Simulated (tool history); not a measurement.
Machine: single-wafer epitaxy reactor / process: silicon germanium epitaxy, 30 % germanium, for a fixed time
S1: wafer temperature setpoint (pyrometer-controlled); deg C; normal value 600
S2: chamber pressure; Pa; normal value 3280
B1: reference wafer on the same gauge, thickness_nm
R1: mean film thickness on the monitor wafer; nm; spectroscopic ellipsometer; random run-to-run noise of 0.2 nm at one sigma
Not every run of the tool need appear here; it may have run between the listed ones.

run 1 hour=0 | S1=600 S2=3053 | B1=57.698 | R1=60.899
run 2 hour=65.5 | S1=600 S2=3053 | B1=57.655 | R1=60.889
run 3 hour=167.9 | S1=600 S2=3053 | B1=57.71 | R1=61.036
run 4 hour=263 | S1=609 S2=3280 | B1=57.647 | R1=72.89
run 5 hour=368.9 | S1=609 S2=3280 | B1=57.689 | R1=73.022
run 6 hour=440.4 | S1=600 S2=2973 | B1=57.698 | R1=60.74
-- hour=529.1 showerhead replaced, of another model than before
run 7 hour=536.8 | S1=604 S2=3053 | B1=57.671 | R1=64.615
run 8 hour=601.7 | S1=604 S2=3053 | B1=57.671 | R1=64.996
run 9 hour=672.7 | S1=609 S2=3493 | B1=57.672 | R1=75.891
-- hour=698.3 gauge calibrated
-- hour=745 capacitance manometer re-zeroed and calibrated
run 10 hour=777 | S1=600 S2=3280 | B1=57.707 | R1=63.599
run 11 hour=884.9 | S1=586 S2=3720 | B1=57.739 | R1=54.231
-- hour=910.5 pyrometer calibrated
run 12 hour=945.5 | S1=600 S2=3653 | B1=57.712 | R1=63.401
run 13 hour=1040.4 | S1=586 S2=3920 | B1=57.674 | R1=52.75
run 14 hour=1079.3 | S1=589 S2=2826 | B1=57.712 | R1=46.823
run 15 hour=1170.6 | S1=600 S2=3053 | B1=57.7 | R1=58.889
run 16 hour=1223 | S1=607 S2=2493 | B1=57.694 | R1=58.047

For some of the steps in R1 from one run to the next: how much would appear even if the tool had no hidden state, given the settings, what came in and random variation, and how much remains for the hidden state plus any gauge scatter that the measured result and the result without hidden state don't share?
The tool's hidden condition here consists of: wafer temperature above the value expected at the setpoint (K); true pressure above the setpoint (%); gauge reads high (%).
Run 9 -> 10: S1 609 -> 600, S2 3493 -> 3280, gauge calibrated, capacitance manometer re-zeroed and calibrated. R1 -12.292 nm: hidden state -0.683, all else -11.609.
Run 11 -> 12: S1 586 -> 600, S2 3720 -> 3653, pyrometer calibrated. R1 +9.17 nm: hidden state -3.355, all else +12.525.

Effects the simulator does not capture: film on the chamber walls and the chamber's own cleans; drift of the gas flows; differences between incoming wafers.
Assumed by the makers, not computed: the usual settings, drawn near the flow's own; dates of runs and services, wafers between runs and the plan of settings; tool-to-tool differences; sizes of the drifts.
